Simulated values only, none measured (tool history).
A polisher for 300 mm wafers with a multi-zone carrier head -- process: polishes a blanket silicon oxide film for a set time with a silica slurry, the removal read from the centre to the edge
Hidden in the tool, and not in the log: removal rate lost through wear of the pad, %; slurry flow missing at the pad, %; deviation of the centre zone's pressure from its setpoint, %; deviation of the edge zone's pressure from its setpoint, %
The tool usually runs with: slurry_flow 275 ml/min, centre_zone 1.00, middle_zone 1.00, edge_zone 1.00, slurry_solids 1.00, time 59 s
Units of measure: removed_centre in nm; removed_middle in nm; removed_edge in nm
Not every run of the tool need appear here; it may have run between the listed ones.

run,hour,slurry_flow,centre_zone,middle_zone,edge_zone,slurry_solids,time,wafers since the last listed run,wafers polished on this pad,hours since the slurry nozzle was cleaned,hours since the centre zone pressure was calibrated,hours since the edge zone pressure was calibrated,hours since the carrier head's membrane was replaced,"incoming thickness of the incoming film, nm",removed_centre,removed_middle,removed_edge
1,0.0,275,1.00,1.00,0.94,1.00,74,0,304,522.0,132.4,812.9,1488.1,1136.6,239.8,233.7,232.9
2,23.9,275,1.00,1.00,0.94,1.00,74,240,545,545.9,156.3,836.8,1512.0,1125.9,231.8,234.0,231.3
3,37.1,275,1.00,1.00,0.94,1.00,74,132,678,559.1,169.5,850.0,1525.2,1150.1,230.9,227.6,232.8
4,52.4,275,1.00,1.00,1.00,1.00,59,154,832,574.4,184.8,865.3,1540.5,1129.4,181.9,183.0,188.5
# hour 73.8: worn pad replaced by a new one
5,74.3,275,1.00,1.00,1.00,1.00,59,180,5,596.3,206.7,887.2,1562.4,1105.7,200.1,197.4,204.7
6,96.3,275,1.00,1.00,1.00,1.00,59,221,226,618.3,228.7,909.2,1584.4,1141.5,187.7,188.7,194.1
7,122.3,275,1.00,1.00,1.00,1.00,59,261,488,644.3,254.7,935.2,1610.4,1136.9,184.7,182.9,189.6
8,152.0,275,1.00,1.00,1.00,1.00,59,299,787,674.0,284.4,964.9,1640.1,1141.4,179.7,181.9,188.9
# hour 163.7: worn pad replaced by a new one
9,180.4,275,1.03,1.00,1.08,1.00,59,245,168,702.4,312.8,993.3,1668.5,1119.7,200.4,191.1,207.0
10,208.2,275,0.95,0.95,0.91,1.00,66,280,448,730.2,340.6,1021.1,1696.3,1103.9,198.6,196.8,205.8
# hour 214.4: slurry nozzle cleaned
# hour 224.2: carrier head's membrane replaced by a new one
11,238.7,275,1.00,0.95,1.00,1.00,59,246,695,24.3,371.1,1051.6,14.5,1135.9,187.1,176.0,188.1
# hour 244.0: worn pad replaced by a new one
# hour 267.2: edge zone pressure recalibrated
12,267.6,335,1.00,1.11,1.00,0.75,53,230,218,53.2,400.0,0.4,43.4,1135.2,151.6,165.6,153.5
# hour 275.5: centre zone pressure recalibrated
13,289.3,275,1.04,1.00,1.00,1.10,53,198,416,74.9,13.8,22.1,65.1,1146.1,181.7,172.9,180.2
14,313.5,275,1.00,1.00,1.00,0.75,59,243,660,99.1,38.0,46.3,89.3,1135.7,159.5,157.5,164.3
15,333.2,275,1.00,1.00,1.00,1.00,59,198,858,118.8,57.7,66.0,109.0,1135.6,181.4,182.0,189.9
# hour 345.6: worn pad replaced by a new one
16,363.4,275,1.00,1.00,1.00,1.00,59,263,179,149.0,87.9,96.2,139.2,1118.1,192.5,189.6,196.7
17,423.7,220,0.88,0.93,1.12,1.00,59,607,787,209.3,148.2,156.5,199.5,1137.0,158.3,167.6,195.3

Hidden state, per run?
slurry flow missing at the pad, %: 0 on each run
deviation of the centre zone's pressure from its setpoint, %: 0 on each run
deviation of the edge zone's pressure from its setpoint, %: 0 on each run
H1: removal rate lost through wear of the pad, %
run,H1
1,6.66
2,8.6
3,9.18
4,9.6
5,1.74
6,6.5
7,9.13
8,10.4
9,4.22
10,7.52
11,8.94
12,5.46
13,7.7
14,8.9
15,9.38
16,4.57
17,9.18
